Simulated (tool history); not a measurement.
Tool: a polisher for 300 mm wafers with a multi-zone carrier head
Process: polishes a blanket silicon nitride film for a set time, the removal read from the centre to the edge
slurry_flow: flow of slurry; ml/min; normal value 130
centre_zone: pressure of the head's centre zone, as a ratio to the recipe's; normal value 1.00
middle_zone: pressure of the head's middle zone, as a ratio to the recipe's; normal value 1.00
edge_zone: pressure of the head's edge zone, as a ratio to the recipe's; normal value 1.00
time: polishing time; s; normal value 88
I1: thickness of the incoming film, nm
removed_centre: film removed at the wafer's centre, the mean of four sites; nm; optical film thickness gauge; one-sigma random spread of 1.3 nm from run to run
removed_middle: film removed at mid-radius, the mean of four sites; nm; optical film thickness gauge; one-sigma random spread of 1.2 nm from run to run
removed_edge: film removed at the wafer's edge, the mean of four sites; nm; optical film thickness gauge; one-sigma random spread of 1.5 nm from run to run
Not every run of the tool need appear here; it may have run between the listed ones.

run 1 day=0.000 | slurry_flow=130 centre_zone=1.00 middle_zone=1.00 edge_zone=1.00 time=88 | I1=561.6 | removed_centre=91.3 removed_middle=92.2 removed_edge=95.1
-- day=0.017 worn pad replaced by a new one
run 2 day=1.921 | slurry_flow=130 centre_zone=1.00 middle_zone=1.00 edge_zone=1.00 time=88 | I1=576.6 | removed_centre=93.7 removed_middle=95.0 removed_edge=93.3
run 3 day=4.021 | slurry_flow=130 centre_zone=1.00 middle_zone=1.00 edge_zone=1.00 time=88 | I1=572.4 | removed_centre=89.9 removed_middle=93.5 removed_edge=92.0
-- day=5.679 worn pad replaced by a new one
run 4 day=6.662 | slurry_flow=130 centre_zone=0.91 middle_zone=1.00 edge_zone=1.00 time=88 | I1=569.2 | removed_centre=76.5 removed_middle=87.0 removed_edge=83.5
run 5 day=7.746 | slurry_flow=130 centre_zone=0.91 middle_zone=1.00 edge_zone=1.00 time=88 | I1=568.0 | removed_centre=76.2 removed_middle=85.7 removed_edge=86.2
-- day=7.854 slurry nozzle cleaned
-- day=9.671 carrier head's membrane replaced by a new one
run 6 day=9.692 | slurry_flow=130 centre_zone=0.91 middle_zone=1.00 edge_zone=1.00 time=88 | I1=568.7 | removed_centre=73.6 removed_middle=84.9 removed_edge=85.4
run 7 day=11.012 | slurry_flow=130 centre_zone=1.00 middle_zone=1.00 edge_zone=1.00 time=88 | I1=564.6 | removed_centre=81.6 removed_middle=82.6 removed_edge=83.6
-- day=11.517 centre zone pressure recalibrated
-- day=11.704 worn pad replaced by a new one, repeated, since the last time left the tool worse
run 8 day=13.188 | slurry_flow=130 centre_zone=1.00 middle_zone=0.93 edge_zone=1.10 time=88 | I1=568.8 | removed_centre=92.9 removed_middle=87.2 removed_edge=101.3
run 9 day=15.542 | slurry_flow=130 centre_zone=0.91 middle_zone=1.00 edge_zone=1.06 time=88 | I1=579.2 | removed_centre=82.4 removed_middle=94.7 removed_edge=95.7
-- day=17.388 worn pad replaced by a new one
-- day=17.446 edge zone pressure recalibrated
run 10 day=18.004 | slurry_flow=130 centre_zone=1.05 middle_zone=0.97 edge_zone=1.00 time=88 | I1=578.5 | removed_centre=98.3 removed_middle=96.8 removed_edge=95.4
-- day=20.042 slurry nozzle cleaned
run 11 day=20.446 | slurry_flow=130 centre_zone=1.00 middle_zone=1.00 edge_zone=1.00 time=88 | I1=568.3 | removed_centre=91.3 removed_middle=93.5 removed_edge=92.5
-- day=22.317 worn pad replaced by a new one
run 12 day=23.125 | slurry_flow=130 centre_zone=1.07 middle_zone=1.00 edge_zone=1.00 time=88 | I1=580.6 | removed_centre=101.8 removed_middle=96.0 removed_edge=97.4
run 13 day=24.612 | slurry_flow=130 centre_zone=0.92 middle_zone=1.00 edge_zone=1.07 time=113 | I1=573.0 | removed_centre=106.5 removed_middle=120.1 removed_edge=128.7
run 14 day=25.925 | slurry_flow=130 centre_zone=1.08 middle_zone=1.10 edge_zone=0.91 time=80 | I1=566.4 | removed_centre=89.6 removed_middle=92.7 removed_edge=80.7

Hidden state, per run?
slurry flow missing at the pad, %: 0 at every run
deviation of the centre zone's pressure from its setpoint, %: 0 at every run
deviation of the edge zone's pressure from its setpoint, %: 0 at every run
H1: removal rate lost through wear of the pad, %
run=1 H1=5.55
run=2 H1=4.51
run=3 H1=5.84
run=4 H1=12.6
run=5 H1=14.1
run=6 H1=15.2
run=7 H1=15.5
run=8 H1=3.64
run=9 H1=5.43
run=10 H1=1.8
run=11 H1=4.8
run=12 H1=2.32
run=13 H1=4.37
run=14 H1=5.17
